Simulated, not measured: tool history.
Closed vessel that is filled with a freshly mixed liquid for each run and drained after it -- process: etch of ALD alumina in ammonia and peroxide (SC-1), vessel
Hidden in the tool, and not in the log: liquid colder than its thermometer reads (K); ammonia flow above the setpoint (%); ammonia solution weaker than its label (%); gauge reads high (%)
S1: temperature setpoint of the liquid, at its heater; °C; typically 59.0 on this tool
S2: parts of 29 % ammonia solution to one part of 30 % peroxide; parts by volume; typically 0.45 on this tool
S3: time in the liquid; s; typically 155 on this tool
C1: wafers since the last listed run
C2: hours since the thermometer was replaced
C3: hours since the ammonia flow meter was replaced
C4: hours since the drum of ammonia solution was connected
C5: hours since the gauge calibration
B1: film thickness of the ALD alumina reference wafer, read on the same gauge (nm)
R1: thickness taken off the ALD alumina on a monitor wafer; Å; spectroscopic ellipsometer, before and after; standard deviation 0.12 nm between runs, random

run	hour	S1	S2	S3	C1	C2	C3	C4	C5	B1	R1
1	0.0	59.0	0.45	155	0	444.1	1900.5	185.9	3607.6	99.98	143.0
2	49.4	59.0	0.45	155	4454	493.5	1949.9	235.3	3657.0	100.00	144.2
# hour 128.5: gauge calibrated
3	134.9	59.0	0.45	155	7709	579.0	2035.4	320.8	6.4	100.00	140.6
4	226.6	59.0	0.45	155	8268	670.7	2127.1	412.5	98.1	100.01	141.5
5	313.9	59.0	0.45	155	7871	758.0	2214.4	499.8	185.4	100.00	138.7
6	405.1	59.0	0.45	155	8223	849.2	2305.6	591.0	276.6	100.00	138.5
# hour 415.7: ammonia flow meter replaced
# hour 511.1: new drum of ammonia solution connected
7	511.6	59.0	0.45	155	9422	955.7	95.9	0.5	383.1	99.99	138.0
# hour 582.2: thermometer replaced
8	608.5	59.0	0.45	155	8647	26.3	192.8	97.4	480.0	99.99	135.7
9	649.4	59.0	0.45	95	3687	67.2	233.7	138.3	520.9	100.01	82.6
10	749.0	54.0	0.50	120	8980	166.8	333.3	237.9	620.5	100.00	79.6
11	793.1	59.0	0.45	155	3976	210.9	377.4	282.0	664.6	100.00	131.3
12	848.8	69.0	0.55	155	5022	266.6	433.1	337.7	720.3	99.97	223.4
13	940.4	59.0	0.45	155	8259	358.2	524.7	429.3	811.9	99.99	130.1
14	1037.8	56.0	0.60	125	8782	455.6	622.1	526.7	909.3	100.01	92.3
15	1100.6	59.0	0.45	155	5662	518.4	684.9	589.5	972.1	99.98	129.8
16	1187.1	54.5	0.35	200	7799	604.9	771.4	676.0	1058.6	100.01	129.0
# hour 1254.8: new drum of ammonia solution connected
17	1412.7	50.0	0.45	90	20252	830.5	997.0	157.9	1284.2	100.02	45.5
# hour 1417.0: thermometer replaced, repeated, since the last time left the tool worse
18	1526.7	54.0	0.45	155	10189	109.7	1111.0	271.9	1398.2	100.01	111.1
19	1573.2	59.0	0.45	155	4192	156.2	1157.5	318.4	1444.7	100.00	141.9
20	1665.2	62.0	0.30	190	8295	248.2	1249.5	410.4	1536.7	100.01	197.1
21	1719.4	59.0	0.65	155	4887	302.4	1303.7	464.6	1590.9	99.98	148.9
22	1794.3	59.0	0.45	155	6753	377.3	1378.6	539.5	1665.8	100.01	142.8
23	1842.9	59.0	0.45	110	4382	425.9	1427.2	588.1	1714.4	100.00	102.6
24	1919.9	59.0	0.45	190	6943	502.9	1504.2	665.1	1791.4	100.00	174.9
# hour 1929.4: new drum of ammonia solution connected
25	1969.7	59.0	0.45	155	4400	552.7	1554.0	40.3	1841.2	100.00	139.9
26	2033.3	50.0	0.30	155	5734	616.3	1617.6	103.9	1904.8	100.00	82.1
27	2133.4	59.0	0.45	155	9025	716.4	1717.7	204.0	2004.9	99.99	139.3
28	2201.1	53.5	0.45	155	6104	784.1	1785.4	271.7	2072.6	100.00	104.4
29	2300.2	59.0	0.45	155	8935	883.2	1884.5	370.8	2171.7	99.99	138.9
# hour 2548.7: thermometer replaced
# hour 2562.9: new drum of ammonia solution connected
30	2583.4	51.5	0.30	155	25355	34.7	2167.7	20.5	2454.9	100.01	93.5

For some of the steps in R1 from one run to the next: how much would appear even if the tool had no hidden state, given the settings, what came in and random variation, and how much remains for the hidden state plus any gauge scatter that the measured result and the result without hidden state don't share?
Run 11 -> 12: S1 59.0 -> 69.0, S2 0.45 -> 0.55. R1 +92.1 Å: hidden state -8.5, all else +100.6.
Run 12 -> 13: S1 69.0 -> 59.0, S2 0.55 -> 0.45. R1 -93.3 Å: hidden state +7.6, all else -100.9.
Run 16 -> 17: S1 54.5 -> 50.0, S2 0.35 -> 0.45, S3 200 -> 90, new drum of ammonia solution connected. R1 -83.5 Å: hidden state +10.0, all else -93.5.
